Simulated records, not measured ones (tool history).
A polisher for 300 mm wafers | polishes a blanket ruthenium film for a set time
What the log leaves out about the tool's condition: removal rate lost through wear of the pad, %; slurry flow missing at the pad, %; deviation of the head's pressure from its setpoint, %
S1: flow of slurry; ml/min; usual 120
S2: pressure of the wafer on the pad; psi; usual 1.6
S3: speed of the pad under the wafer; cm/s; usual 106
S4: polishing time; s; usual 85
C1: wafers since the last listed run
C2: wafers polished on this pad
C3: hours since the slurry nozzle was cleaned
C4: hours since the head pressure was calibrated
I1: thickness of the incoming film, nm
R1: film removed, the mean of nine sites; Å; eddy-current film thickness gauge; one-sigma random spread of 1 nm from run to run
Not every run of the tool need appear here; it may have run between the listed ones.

run 1 day=0.000 | S1=120 S2=1.6 S3=106 S4=85 | C1=0 C2=29 C3=190.3 C4=282.3 | I1=398.4 | R1=829
run 2 day=0.992 | S1=120 S2=1.6 S3=106 S4=85 | C1=205 C2=234 C3=214.1 C4=306.1 | I1=401.3 | R1=843
run 3 day=2.446 | S1=120 S2=1.6 S3=106 S4=85 | C1=300 C2=535 C3=249.0 C4=341.0 | I1=403.2 | R1=807
run 4 day=3.383 | S1=120 S2=1.6 S3=128 S4=85 | C1=193 C2=729 C3=271.5 C4=363.5 | I1=395.6 | R1=981
-- day=4.354 worn pad replaced by a new one
run 5 day=4.508 | S1=120 S2=1.6 S3=128 S4=85 | C1=198 C2=31 C3=298.5 C4=390.5 | I1=401.7 | R1=967
run 6 day=5.608 | S1=120 S2=1.6 S3=106 S4=85 | C1=227 C2=259 C3=324.9 C4=416.9 | I1=404.1 | R1=801
run 7 day=6.958 | S1=120 S2=1.6 S3=106 S4=85 | C1=279 C2=538 C3=357.3 C4=449.3 | I1=399.9 | R1=806
run 8 day=8.417 | S1=120 S2=1.6 S3=106 S4=85 | C1=301 C2=839 C3=392.3 C4=484.3 | I1=398.9 | R1=835
run 9 day=9.221 | S1=120 S2=1.8 S3=106 S4=85 | C1=166 C2=1006 C3=411.6 C4=503.6 | I1=407.5 | R1=854
-- day=9.612 worn pad replaced by a new one
run 10 day=10.271 | S1=105 S2=1.4 S3=106 S4=85 | C1=182 C2=136 C3=436.8 C4=528.8 | I1=393.7 | R1=730
run 11 day=11.075 | S1=120 S2=1.6 S3=106 S4=85 | C1=166 C2=302 C3=456.1 C4=548.1 | I1=400.1 | R1=813
run 12 day=11.679 | S1=120 S2=1.6 S3=106 S4=85 | C1=124 C2=427 C3=470.6 C4=562.6 | I1=398.1 | R1=801
run 13 day=13.021 | S1=120 S2=2.2 S3=124 S4=62 | C1=277 C2=705 C3=502.8 C4=594.8 | I1=401.3 | R1=814
-- day=13.646 head pressure recalibrated
run 14 day=13.667 | S1=155 S2=2.1 S3=82 S4=100 | C1=116 C2=821 C3=518.3 C4=0.5 | I1=401.8 | R1=926
-- day=14.488 slurry nozzle cleaned
-- day=14.533 worn pad replaced by a new one
run 15 day=14.992 | S1=120 S2=2.2 S3=124 S4=62 | C1=255 C2=94 C3=12.1 C4=32.3 | I1=399.6 | R1=802
run 16 day=15.512 | S1=150 S2=1.0 S3=106 S4=85 | C1=107 C2=202 C3=24.6 C4=44.8 | I1=401.4 | R1=607
run 17 day=16.758 | S1=120 S2=1.8 S3=106 S4=85 | C1=257 C2=460 C3=54.5 C4=74.7 | I1=403.9 | R1=831
run 18 day=18.579 | S1=120 S2=1.6 S3=106 S4=85 | C1=376 C2=836 C3=98.2 C4=118.4 | I1=404.1 | R1=764
-- day=18.700 slurry nozzle cleaned, repeated, since the last time left the tool worse
-- day=19.529 worn pad replaced by a new one
run 19 day=19.846 | S1=105 S2=1.2 S3=140 S4=107 | C1=218 C2=65 C3=27.5 C4=148.8 | I1=406.7 | R1=1140
run 20 day=21.262 | S1=110 S2=1.6 S3=124 S4=97 | C1=292 C2=358 C3=61.5 C4=182.8 | I1=402.8 | R1=1075
run 21 day=22.012 | S1=120 S2=1.6 S3=94 S4=85 | C1=155 C2=513 C3=79.5 C4=200.8 | I1=403.1 | R1=751
run 22 day=23.262 | S1=120 S2=1.6 S3=106 S4=68 | C1=258 C2=772 C3=109.5 C4=230.8 | I1=405.9 | R1=654
-- day=24.221 worn pad replaced by a new one
run 23 day=24.612 | S1=95 S2=1.0 S3=140 S4=104 | C1=244 C2=80 C3=141.9 C4=263.2 | I1=408.0 | R1=981
run 24 day=26.054 | S1=95 S2=1.3 S3=138 S4=60 | C1=298 C2=378 C3=176.5 C4=297.8 | I1=395.9 | R1=631

Some steps in R1 between neighbouring runs. How much of each would the tool show without its hidden state too (settings, what came in, random variation), and how much is left for the hidden state, with any gauge scatter that isn't in both results?
Run 14 -> 15: S1 155 -> 120, S2 2.1 -> 2.2, S3 82 -> 124, S4 100 -> 62, slurry nozzle cleaned, worn pad replaced by a new one. R1 -124 Å: hidden state -39, all else -85.
Run 18 -> 19: S1 120 -> 105, S2 1.6 -> 1.2, S3 106 -> 140, S4 85 -> 107, slurry nozzle cleaned, repeated, since the last time left the tool worse, worn pad replaced by a new one. R1 +376 Å: hidden state +81, all else +295.
Run 23 -> 24: S2 1.0 -> 1.3, S3 140 -> 138, S4 104 -> 60. R1 -350 Å: hidden state +3, all else -353.

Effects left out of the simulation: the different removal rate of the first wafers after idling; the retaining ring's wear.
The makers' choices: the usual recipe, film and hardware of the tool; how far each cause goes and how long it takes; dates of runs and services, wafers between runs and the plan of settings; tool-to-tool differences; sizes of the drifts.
